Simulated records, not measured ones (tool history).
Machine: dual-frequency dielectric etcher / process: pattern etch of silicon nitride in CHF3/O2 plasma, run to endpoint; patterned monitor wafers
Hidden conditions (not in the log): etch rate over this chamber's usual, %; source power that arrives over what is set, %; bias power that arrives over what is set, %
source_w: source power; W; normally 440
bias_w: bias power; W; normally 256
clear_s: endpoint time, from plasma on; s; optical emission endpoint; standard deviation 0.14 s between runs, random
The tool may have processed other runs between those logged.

run	hour	source_w	bias_w	wafers since the last listed run	hours since the last wet clean	hours since the last source power generator calibration	hours since the last bias power generator calibration	hours since the last upper electrode change	incoming incoming film thickness, nm	clear_s
1	0.0	460	220	0	222.7	3643.7	1708.4	1296.0	59.9	42.2
2	106.2	440	256	796	328.9	3749.9	1814.6	1402.2	60.1	40.6
3	200.4	440	256	706	423.1	3844.1	1908.8	1496.4	59.6	40.8
4	240.6	440	304	301	463.3	3884.3	1949.0	1536.6	60.5	38.5
# hour 301.7: wet clean of the chamber
5	338.9	440	304	557	37.2	3982.6	2047.3	1634.9	60.1	37.0
6	393.6	440	304	410	91.9	4037.3	2102.0	1689.6	59.9	37.1
7	479.5	440	256	644	177.8	4123.2	2187.9	1775.5	59.9	39.5
8	667.4	410	208	1408	365.7	4311.1	2375.8	1963.4	59.7	44.0
# hour 736.3: upper electrode replaced
# hour 756.5: wet clean of the chamber
# hour 943.1: bias power generator calibrated
9	957.7	410	208	1814	201.2	4601.4	14.6	221.4	60.8	44.4
10	1038.2	410	208	603	281.7	4681.9	95.1	301.9	59.6	44.2
11	1124.3	410	256	645	367.8	4768.0	181.2	388.0	60.5	41.4
12	1176.4	360	275	390	419.9	4820.1	233.3	440.1	60.4	41.2
# hour 1204.2: wet clean of the chamber
# hour 1278.2: source power generator calibrated
13	1282.4	500	273	584	78.2	4.2	339.3	546.1	59.5	37.4
14	1330.6	390	319	361	126.4	52.4	387.5	594.3	59.9	37.8
15	1402.2	500	293	536	198.0	124.0	459.1	665.9	59.9	36.7
16	1464.5	390	284	467	260.3	186.3	521.4	728.2	59.9	39.6
17	1537.7	440	256	548	333.5	259.5	594.6	801.4	60.2	40.8
18	1573.9	440	256	271	369.7	295.7	630.8	837.6	60.4	40.6
19	1611.1	390	221	278	406.9	332.9	668.0	874.8	60.1	44.2
20	1673.8	550	256	470	469.6	395.6	730.7	937.5	60.0	38.6
# hour 1708.3: wet clean of the chamber
21	1771.7	530	285	554	63.4	493.5	828.6	1035.4	60.0	36.6
22	1809.7	440	256	284	101.4	531.5	866.6	1073.4	59.8	39.6

Hidden state or all else? Some run-to-run changes of clear_s, split into what the settings, what came in and random variation would give without the hidden state, and what is left for the hidden state (with any gauge scatter that isn't in both results):
Run 4 -> 5: wet clean of the chamber. clear_s -1.5 s: hidden state -1.4, all else -0.1.
Run 7 -> 8: source_w 440 -> 410, bias_w 256 -> 208. clear_s +4.5 s: hidden state +0.6, all else +3.9.
Run 19 -> 20: source_w 390 -> 550, bias_w 221 -> 256. clear_s -5.6 s: hidden state +0.0, all else -5.6.
Run 20 -> 21: source_w 550 -> 530, bias_w 256 -> 285, wet clean of the chamber. clear_s -2.0 s: hidden state -1.0, all else -1.0.
